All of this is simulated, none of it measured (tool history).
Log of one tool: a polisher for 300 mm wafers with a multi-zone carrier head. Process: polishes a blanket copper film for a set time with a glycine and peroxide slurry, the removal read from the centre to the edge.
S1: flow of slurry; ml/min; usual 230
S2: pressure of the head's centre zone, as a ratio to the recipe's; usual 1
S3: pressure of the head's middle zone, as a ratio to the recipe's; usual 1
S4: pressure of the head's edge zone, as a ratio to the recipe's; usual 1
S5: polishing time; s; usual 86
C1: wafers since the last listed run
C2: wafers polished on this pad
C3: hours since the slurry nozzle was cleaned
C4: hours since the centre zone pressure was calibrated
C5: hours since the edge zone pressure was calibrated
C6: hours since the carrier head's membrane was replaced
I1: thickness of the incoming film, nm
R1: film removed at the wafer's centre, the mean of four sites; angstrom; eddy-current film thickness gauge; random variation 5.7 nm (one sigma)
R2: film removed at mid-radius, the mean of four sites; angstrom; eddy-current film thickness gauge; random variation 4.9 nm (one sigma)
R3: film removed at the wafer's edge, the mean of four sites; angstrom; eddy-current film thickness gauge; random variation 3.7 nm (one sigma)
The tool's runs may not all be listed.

run 1 hour=0 | S1=230 S2=1 S3=1 S4=1 S5=86 | C1=0 C2=924 C3=81.7 C4=1116.5 C5=1104.2 C6=1337.2 | I1=2128.2 | R1=4023 R2=3861 R3=3835
run 2 hour=25.8 | S1=230 S2=1 S3=1 S4=1 S5=86 | C1=185 C2=1109 C3=107.5 C4=1142.3 C5=1130 C6=1363 | I1=2173 | R1=3996 R2=3771 R3=3882
-- hour=39.5 worn pad replaced by a new one
run 3 hour=55.7 | S1=180 S2=0.96 S3=1 S4=1 S5=86 | C1=186 C2=116 C3=137.4 C4=1172.2 C5=1159.9 C6=1392.9 | I1=2123.2 | R1=3713 R2=3805 R3=3755
run 4 hour=81.5 | S1=230 S2=1 S3=1 S4=1 S5=97 | C1=185 C2=301 C3=163.2 C4=1198 C5=1185.7 C6=1418.7 | I1=2157.2 | R1=4482 R2=4342 R3=4275
run 5 hour=104.2 | S1=230 S2=1 S3=1 S4=1 S5=97 | C1=163 C2=464 C3=185.9 C4=1220.7 C5=1208.4 C6=1441.4 | I1=2150 | R1=4702 R2=4339 R3=4329
run 6 hour=119.9 | S1=230 S2=1 S3=1 S4=1 S5=111 | C1=112 C2=577 C3=201.6 C4=1236.4 C5=1224.1 C6=1457.1 | I1=2136 | R1=5297 R2=4947 R3=4957
run 7 hour=154.1 | S1=210 S2=1.09 S3=1 S4=1.1 S5=86 | C1=245 C2=823 C3=235.8 C4=1270.6 C5=1258.3 C6=1491.3 | I1=2133.5 | R1=4402 R2=3815 R3=4007
-- hour=162.6 centre zone pressure recalibrated
-- hour=178.8 slurry nozzle cleaned
run 8 hour=188.9 | S1=230 S2=1 S3=1 S4=1 S5=111 | C1=228 C2=1051 C3=10.1 C4=26.3 C5=1293.1 C6=1526.1 | I1=2161.4 | R1=5767 R2=5019 R3=4934
-- hour=211.9 worn pad replaced by a new one
run 9 hour=213.3 | S1=300 S2=0.91 S3=1 S4=1 S5=58 | C1=146 C2=9 C3=34.5 C4=50.7 C5=1317.5 C6=1550.5 | I1=2126.5 | R1=2757 R2=2682 R3=2607
-- hour=222.2 carrier head's membrane replaced by a new one
run 10 hour=237 | S1=230 S2=1 S3=1 S4=1 S5=105 | C1=134 C2=144 C3=58.2 C4=74.4 C5=1341.2 C6=14.8 | I1=2115.8 | R1=5475 R2=4627 R3=4694
run 11 hour=251.8 | S1=230 S2=1 S3=1 S4=1 S5=86 | C1=106 C2=250 C3=73 C4=89.2 C5=1356 C6=29.6 | I1=2129.5 | R1=4566 R2=3769 R3=3828
-- hour=267.2 centre zone pressure recalibrated, repeated, since the last time left the tool worse
run 12 hour=267.8 | S1=230 S2=1 S3=1 S4=1.08 S5=86 | C1=100 C2=351 C3=89 C4=0.6 C5=1372 C6=45.6 | I1=2112.5 | R1=3715 R2=3841 R3=3927
-- hour=271.4 edge zone pressure recalibrated
-- hour=358.4 worn pad replaced by a new one
run 13 hour=372 | S1=230 S2=1 S3=0.91 S4=1 S5=86 | C1=705 C2=97 C3=193.2 C4=104.8 C5=100.6 C6=149.8 | I1=2157.9 | R1=3837 R2=3487 R3=3864
run 14 hour=401.2 | S1=230 S2=0.97 S3=1.04 S4=1.03 S5=105 | C1=209 C2=307 C3=222.4 C4=134 C5=129.8 C6=179 | I1=2151.3 | R1=4487 R2=4860 R3=4757
-- hour=411.9 slurry nozzle cleaned
run 15 hour=424.2 | S1=230 S2=1 S3=1 S4=1 S5=86 | C1=158 C2=465 C3=12.3 C4=157 C5=152.8 C6=202 | I1=2138.8 | R1=3882 R2=3872 R3=3899
run 16 hour=456.8 | S1=230 S2=1 S3=1 S4=1 S5=86 | C1=234 C2=699 C3=44.9 C4=189.6 C5=185.4 C6=234.6 | I1=2134.4 | R1=3837 R2=3878 R3=3872
run 17 hour=482.9 | S1=230 S2=0.91 S3=1 S4=1.12 S5=57 | C1=187 C2=887 C3=71 C4=215.7 C5=211.5 C6=260.7 | I1=2133.3 | R1=2270 R2=2530 R3=2674
run 18 hour=526.3 | S1=260 S2=1 S3=1 S4=1 S5=86 | C1=311 C2=1199 C3=114.4 C4=259.1 C5=254.9 C6=304.1 | I1=2127.8 | R1=3898 R2=3904 R3=3910
-- hour=536.3 worn pad replaced by a new one
run 19 hour=550.1 | S1=230 S2=1 S3=1 S4=1.11 S5=86 | C1=142 C2=99 C3=138.2 C4=282.9 C5=278.7 C6=327.9 | I1=2141.1 | R1=3804 R2=3877 R3=3973
run 20 hour=576.7 | S1=230 S2=1 S3=1 S4=1 S5=78 | C1=191 C2=290 C3=164.8 C4=309.5 C5=305.3 C6=354.5 | I1=2108.3 | R1=3439 R2=3393 R3=3428
run 21 hour=612.5 | S1=230 S2=1.05 S3=1.06 S4=0.89 S5=106 | C1=257 C2=547 C3=200.6 C4=345.3 C5=341.1 C6=390.3 | I1=2136.9 | R1=4911 R2=4967 R3=4544

5 ways to go on from here, each from the tool as it stands after run 21. What would each give?
run A hour=612.9 | S1=230 S2=1 S3=1 S4=1 S5=86 | C1=2 C2=550 C3=201 C4=345.7 C5=341.5 C6=390.7 | I1=2128.4 | R1=? R2=? R3=?
run B hour=612.9 | S1=285 S2=1 S3=1 S4=1.05 S5=69 | C1=2 C2=550 C3=201 C4=345.7 C5=341.5 C6=390.7 | I1=2128.4 | R1=? R2=? R3=?
run C hour=612.9 | S1=230 S2=1 S3=1.05 S4=1 S5=103 | C1=2 C2=550 C3=201 C4=345.7 C5=341.5 C6=390.7 | I1=2128.4 | R1=? R2=? R3=?
run D hour=612.9 | S1=230 S2=0.92 S3=1.04 S4=1 S5=86 | C1=2 C2=550 C3=201 C4=345.7 C5=341.5 C6=390.7 | I1=2128.4 | R1=? R2=? R3=?
run E hour=612.9 | S1=205 S2=1 S3=1 S4=1 S5=86 | C1=2 C2=550 C3=201 C4=345.7 C5=341.5 C6=390.7 | I1=2128.4 | R1=? R2=? R3=?

run=A R1=3840 R2=3795 R3=3875
run=B R1=3150 R2=3106 R3=3217
run=C R1=4600 R2=4737 R3=4638
run=D R1=3531 R2=3925 R3=3873
run=E R1=3790 R2=3750 R3=3841
Without the tool's hidden state the same runs would have given:
run=A R1=3856 R2=3795 R3=3875
run=B R1=3164 R2=3106 R3=3217
run=C R1=4620 R2=4737 R3=4638
run=D R1=3546 R2=3925 R3=3873
run=E R1=3806 R2=3750 R3=3841
